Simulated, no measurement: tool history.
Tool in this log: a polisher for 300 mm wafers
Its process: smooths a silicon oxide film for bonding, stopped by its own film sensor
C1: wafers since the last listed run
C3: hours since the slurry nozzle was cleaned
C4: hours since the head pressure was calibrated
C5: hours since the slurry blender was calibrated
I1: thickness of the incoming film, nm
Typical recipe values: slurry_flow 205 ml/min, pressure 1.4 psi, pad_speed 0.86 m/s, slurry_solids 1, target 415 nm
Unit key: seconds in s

{"run": 1, "day": 0.0, "slurry_flow": 205, "pressure": 1.4, "pad_speed": 0.86, "slurry_solids": 1, "target": 415, "C1": 0, "wafers polished on this pad": 2394, "C3": 344.8, "C4": 1188.8, "C5": 212.7, "I1": 472.4, "seconds": 125.3}
{"day": 2.108, "done": "slurry nozzle cleaned"}
{"day": 2.704, "done": "worn pad replaced by a new one"}
{"day": 3.762, "done": "head pressure recalibrated"}
{"day": 6.3, "done": "slurry blender recalibrated"}
{"run": 2, "day": 8.571, "slurry_flow": 205, "pressure": 1.4, "pad_speed": 0.86, "slurry_solids": 1, "target": 415, "C1": 1560, "wafers polished on this pad": 1085, "C3": 155.1, "C4": 115.4, "C5": 54.5, "I1": 472.4, "seconds": 139.5}
{"run": 3, "day": 10.167, "slurry_flow": 205, "pressure": 1.4, "pad_speed": 0.86, "slurry_solids": 1, "target": 415, "C1": 303, "wafers polished on this pad": 1389, "C3": 193.4, "C4": 153.7, "C5": 92.8, "I1": 463.8, "seconds": 115.9}
{"run": 4, "day": 12.958, "slurry_flow": 205, "pressure": 1.4, "pad_speed": 0.86, "slurry_solids": 1, "target": 415, "C1": 531, "wafers polished on this pad": 1920, "C3": 260.4, "C4": 220.7, "C5": 159.8, "I1": 469.6, "seconds": 128.6}
{"run": 5, "day": 14.9, "slurry_flow": 205, "pressure": 1.4, "pad_speed": 0.86, "slurry_solids": 1, "target": 415, "C1": 369, "wafers polished on this pad": 2290, "C3": 307, "C4": 267.3, "C5": 206.4, "I1": 467.8, "seconds": 120.9}
{"day": 15.617, "done": "worn pad replaced by a new one"}
{"day": 18.754, "done": "slurry nozzle cleaned"}
{"run": 6, "day": 21.229, "slurry_flow": 205, "pressure": 1.6, "pad_speed": 0.86, "slurry_solids": 1, "target": 425, "C1": 1165, "wafers polished on this pad": 1060, "C3": 59.4, "C4": 419.2, "C5": 358.3, "I1": 467.2, "seconds": 84.1}
{"run": 7, "day": 22.792, "slurry_flow": 205, "pressure": 1.6, "pad_speed": 0.86, "slurry_solids": 1, "target": 425, "C1": 297, "wafers polished on this pad": 1357, "C3": 96.9, "C4": 456.7, "C5": 395.8, "I1": 468.1, "seconds": 87.2}
{"day": 23.988, "done": "slurry blender recalibrated"}
{"run": 8, "day": 26.925, "slurry_flow": 205, "pressure": 1.6, "pad_speed": 0.86, "slurry_solids": 1, "target": 425, "C1": 770, "wafers polished on this pad": 2128, "C3": 196.1, "C4": 555.9, "C5": 70.5, "I1": 472.3, "seconds": 90.7}
{"run": 9, "day": 28.554, "slurry_flow": 205, "pressure": 1.4, "pad_speed": 0.78, "slurry_solids": 1, "target": 415, "C1": 310, "wafers polished on this pad": 2439, "C3": 235.2, "C4": 595, "C5": 109.6, "I1": 459.4, "seconds": 102.1}
{"day": 30.412, "done": "worn pad replaced by a new one"}
{"run": 10, "day": 32.258, "slurry_flow": 205, "pressure": 1.4, "pad_speed": 0.86, "slurry_solids": 1, "target": 415, "C1": 673, "wafers polished on this pad": 351, "C3": 324.1, "C4": 683.9, "C5": 198.5, "I1": 470.3, "seconds": 122.1}
{"day": 33.638, "done": "slurry nozzle cleaned"}
{"run": 11, "day": 36.308, "slurry_flow": 205, "pressure": 1.4, "pad_speed": 0.86, "slurry_solids": 1, "target": 415, "C1": 763, "wafers polished on this pad": 1114, "C3": 64.1, "C4": 781.1, "C5": 295.7, "I1": 466.9, "seconds": 112.4}
{"run": 12, "day": 37.812, "slurry_flow": 205, "pressure": 1.4, "pad_speed": 0.86, "slurry_solids": 1, "target": 415, "C1": 286, "wafers polished on this pad": 1400, "C3": 100.2, "C4": 817.2, "C5": 331.8, "I1": 473.4, "seconds": 129.8}
{"day": 40.479, "done": "slurry blender recalibrated"}
{"run": 13, "day": 40.871, "slurry_flow": 205, "pressure": 1.4, "pad_speed": 0.86, "slurry_solids": 1, "target": 415, "C1": 566, "wafers polished on this pad": 1967, "C3": 173.6, "C4": 890.6, "C5": 9.4, "I1": 473.1, "seconds": 125.2}
{"day": 43.008, "done": "worn pad replaced by a new one"}
{"run": 14, "day": 44.883, "slurry_flow": 135, "pressure": 1.1, "pad_speed": 0.86, "slurry_solids": 1.1, "target": 415, "C1": 732, "wafers polished on this pad": 356, "C3": 269.9, "C4": 986.9, "C5": 105.7, "I1": 473.7, "seconds": 173.4}
{"run": 15, "day": 47.204, "slurry_flow": 205, "pressure": 1.4, "pad_speed": 0.74, "slurry_solids": 1, "target": 428, "C1": 441, "wafers polished on this pad": 798, "C3": 325.6, "C4": 1042.6, "C5": 161.4, "I1": 470.2, "seconds": 98.1}
{"day": 49.346, "done": "slurry nozzle cleaned"}
{"run": 16, "day": 50.821, "slurry_flow": 185, "pressure": 1.4, "pad_speed": 0.86, "slurry_solids": 1, "target": 415, "C1": 680, "wafers polished on this pad": 1479, "C3": 35.4, "C4": 1129.4, "C5": 248.2, "I1": 468.7, "seconds": 117}
{"day": 52.975, "done": "head pressure recalibrated"}
{"run": 17, "day": 53.3, "slurry_flow": 205, "pressure": 1.4, "pad_speed": 0.86, "slurry_solids": 1, "target": 415, "C1": 456, "wafers polished on this pad": 1935, "C3": 94.9, "C4": 7.8, "C5": 307.7, "I1": 477.1, "seconds": 148.4}
{"run": 18, "day": 55.25, "slurry_flow": 205, "pressure": 1.7, "pad_speed": 0.86, "slurry_solids": 1, "target": 415, "C1": 371, "wafers polished on this pad": 2306, "C3": 141.7, "C4": 54.6, "C5": 354.5, "I1": 475.6, "seconds": 117.8}
{"run": 19, "day": 56.929, "slurry_flow": 205, "pressure": 1.4, "pad_speed": 0.86, "slurry_solids": 1, "target": 415, "C1": 319, "wafers polished on this pad": 2626, "C3": 182, "C4": 94.9, "C5": 394.8, "I1": 466.2, "seconds": 118.9}
{"day": 57.129, "done": "slurry blender recalibrated"}
{"day": 57.858, "done": "worn pad replaced by a new one"}
{"run": 20, "day": 60.821, "slurry_flow": 205, "pressure": 1.4, "pad_speed": 0.86, "slurry_solids": 0.75, "target": 415, "C1": 693, "wafers polished on this pad": 563, "C3": 275.4, "C4": 188.3, "C5": 88.6, "I1": 474.7, "seconds": 151.7}
{"run": 21, "day": 63.396, "slurry_flow": 175, "pressure": 1.1, "pad_speed": 0.86, "slurry_solids": 1, "target": 415, "C1": 490, "wafers polished on this pad": 1053, "C3": 337.2, "C4": 250.1, "C5": 150.4, "I1": 472.5, "seconds": 167.8}
{"run": 22, "day": 65.712, "slurry_flow": 205, "pressure": 1.4, "pad_speed": 0.98, "slurry_solids": 1, "target": 415, "C1": 441, "wafers polished on this pad": 1494, "C3": 392.8, "C4": 305.7, "C5": 206, "I1": 460.8, "seconds": 95.9}
{"day": 66.179, "done": "slurry nozzle cleaned"}
{"run": 23, "day": 69.842, "slurry_flow": 205, "pressure": 1.4, "pad_speed": 0.86, "slurry_solids": 1, "target": 415, "C1": 778, "wafers polished on this pad": 2272, "C3": 87.9, "C4": 404.8, "C5": 305.1, "I1": 479.3, "seconds": 142.2}
{"day": 71.862, "done": "slurry blender recalibrated"}
{"day": 73.275, "done": "worn pad replaced by a new one"}
{"run": 24, "day": 73.296, "slurry_flow": 205, "pressure": 1.4, "pad_speed": 0.86, "slurry_solids": 1, "target": 402, "C1": 609, "wafers polished on this pad": 4, "C3": 170.8, "C4": 487.7, "C5": 34.4, "I1": 471.6, "seconds": 153.8}

Measured minus without-hidden-state, run by run (identical run-to-run variation in each term; gauge scatter may differ):
The hidden state here: removal rate lost through wear of the pad, %; slurry flow missing at the pad, %; deviation of the head's pressure from its setpoint, %; abrasive missing from the slurry, %.
run=1 seconds=-14.6
run=2 seconds=-4.1
run=3 seconds=-4.3
run=4 seconds=-6.5
run=5 seconds=-7
run=6 seconds=-6.6
run=7 seconds=-7.2
run=8 seconds=-8.3
run=9 seconds=-9.6
run=10 seconds=-12.3
run=11 seconds=-11.8
run=12 seconds=-13.9
run=13 seconds=-13.8
run=14 seconds=-19.6
run=15 seconds=-11.3
run=16 seconds=-13.6
run=17 seconds=-3.4
run=18 seconds=-4.2
run=19 seconds=-5.3
run=20 seconds=-9.9
run=21 seconds=-12.7
run=22 seconds=-8.1
run=23 seconds=-13.8
run=24 seconds=-16.2

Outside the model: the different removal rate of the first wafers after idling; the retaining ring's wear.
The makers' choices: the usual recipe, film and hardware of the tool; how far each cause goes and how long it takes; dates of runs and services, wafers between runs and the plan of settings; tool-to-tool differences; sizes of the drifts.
